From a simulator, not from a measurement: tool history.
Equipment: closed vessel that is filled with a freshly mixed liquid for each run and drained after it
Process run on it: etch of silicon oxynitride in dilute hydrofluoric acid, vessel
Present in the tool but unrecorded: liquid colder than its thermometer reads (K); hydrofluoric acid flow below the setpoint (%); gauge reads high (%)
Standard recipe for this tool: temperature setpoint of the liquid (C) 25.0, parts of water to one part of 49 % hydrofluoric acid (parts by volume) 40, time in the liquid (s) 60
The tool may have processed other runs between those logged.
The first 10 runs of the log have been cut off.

run     day  temperature setpoint of the liquid (C)  parts of water to one part of 49 % hydrofluoric acid (parts by volume)  time in the liquid (s)  wafers since the last listed run  hours since the thermometer was replaced  hours since the hydrofluoric acid flow meter was replaced  hours since the gauge calibration  read-back film thickness of the silicon oxynitride reference wafer, read on the same gauge (nm)  thickness taken off the silicon oxynitride on a monitor wafer (angstrom)
 11   9.488                                    25.0                                                                      40                      60                              3859                                    2841.4                                                     1461.2                              880.5                                                                                            39.98                                                                      77.0
 12  10.179                                    25.0                                                                      40                      60                              1820                                    2858.0                                                     1477.8                              897.1                                                                                            40.00                                                                      77.1
 13  11.029                                    25.0                                                                      40                      60                              2236                                    2878.4                                                     1498.2                              917.5                                                                                            40.01                                                                      76.1
     11.142  -- thermometer replaced
     13.175  -- gauge calibrated
 14  14.804                                    25.0                                                                      40                      80                              9824                                      87.9                                                     1588.8                               39.1                                                                                            39.99                                                                     102.2
 15  15.479                                    25.0                                                                      40                      80                              1776                                     104.1                                                     1605.0                               55.3                                                                                            40.00                                                                     103.6
     18.100  -- hydrofluoric acid flow meter replaced
 16  19.946                                    20.5                                                                      60                      75                             11645                                     211.3                                                       44.3                              162.5                                                                                            40.00                                                                      50.2
 17  20.746                                    25.0                                                                      35                      50                              2105                                     230.5                                                       63.5                              181.7                                                                                            40.00                                                                      73.5
 18  21.771                                    25.0                                                                      40                      60                              2697                                     255.1                                                       88.1                              206.3                                                                                            40.00                                                                      76.6
 19  22.700                                    29.0                                                                      40                      60                              2445                                     277.4                                                      110.4                              228.6                                                                                            40.00                                                                      93.8
 20  23.646                                    27.0                                                                      35                      60                              2489                                     300.1                                                      133.1                              251.3                                                                                            40.00                                                                      96.6
 21  24.554                                    25.0                                                                      40                      60                              2390                                     321.9                                                      154.9                              273.1                                                                                            39.99                                                                      76.2
 22  25.692                                    25.0                                                                      40                      40                              2993                                     349.2                                                      182.2                              300.4                                                                                            39.99                                                                      51.3
 23  26.538                                    21.0                                                                      30                      75                              2225                                     369.5                                                      202.5                              320.7                                                                                            39.98                                                                     106.3
 24  27.712                                    25.0                                                                      40                      60                              3092                                     397.7                                                      230.7                              348.9                                                                                            39.98                                                                      76.3
 25  28.321                                    27.0                                                                      60                      50                              1600                                     412.3                                                      245.3                              363.5                                                                                            40.00                                                                      46.4
 26  31.779                                    30.0                                                                      50                      60                              9101                                     495.3                                                      328.3                              446.5                                                                                            40.00                                                                      76.9
 27  33.212                                    25.0                                                                      40                      60                              3772                                     529.7                                                      362.7                              480.9                                                                                            40.01                                                                      77.8
 28  34.000                                    28.0                                                                      55                      45                              2072                                     548.6                                                      381.6                              499.8                                                                                            39.99                                                                      48.1
 29  34.892                                    25.0                                                                      40                      60                              2346                                     570.0                                                      403.0                              521.2                                                                                            40.02                                                                      77.5
 30  36.208                                    28.0                                                                      30                      95                              3465                                     601.6                                                      434.6                              552.8                                                                                            40.00                                                                     189.0
 31  36.854                                    25.0                                                                      40                      60                              1699                                     617.1                                                      450.1                              568.3                                                                                            39.99                                                                      76.0
 32  37.771                                    20.5                                                                      40                      70                              2412                                     639.1                                                      472.1                              590.3                                                                                            39.97                                                                      71.9
 33  38.312                                    25.0                                                                      25                      30                              1425                                     652.1                                                      485.1                              603.3                                                                                            39.98                                                                      61.9

Branching from run 33: 4 alternative next runs. What would each branch give?
  A  38.342                                    25.0                                                                      40                      60                                76                                     652.8                                                      485.8                              604.0                                                                                                ?                                                                         ?
  B  38.342                                    25.0                                                                      40                      95                                76                                     652.8                                                      485.8                              604.0                                                                                                ?                                                                         ?
  C  38.342                                    25.0                                                                      55                      60                                76                                     652.8                                                      485.8                              604.0                                                                                                ?                                                                         ?
  D  38.342                                    29.5                                                                      30                      30                                76                                     652.8                                                      485.8                              604.0                                                                                                ?                                                                         ?

run  read-back film thickness of the silicon oxynitride reference wafer, read on the same gauge (nm)  thickness taken off the silicon oxynitride on a monitor wafer (angstrom)
  A                                                                                            40.00                                                                      75.6
  B                                                                                            40.00                                                                     119.6
  C                                                                                            40.00                                                                      54.3
  D                                                                                            40.00                                                                      63.1
Had the tool no hidden state, the same runs would have come out as:
run  thickness taken off the silicon oxynitride on a monitor wafer (angstrom)
  A                                                                      75.6
  B                                                                     119.6
  C                                                                      54.3
  D                                                                      63.1
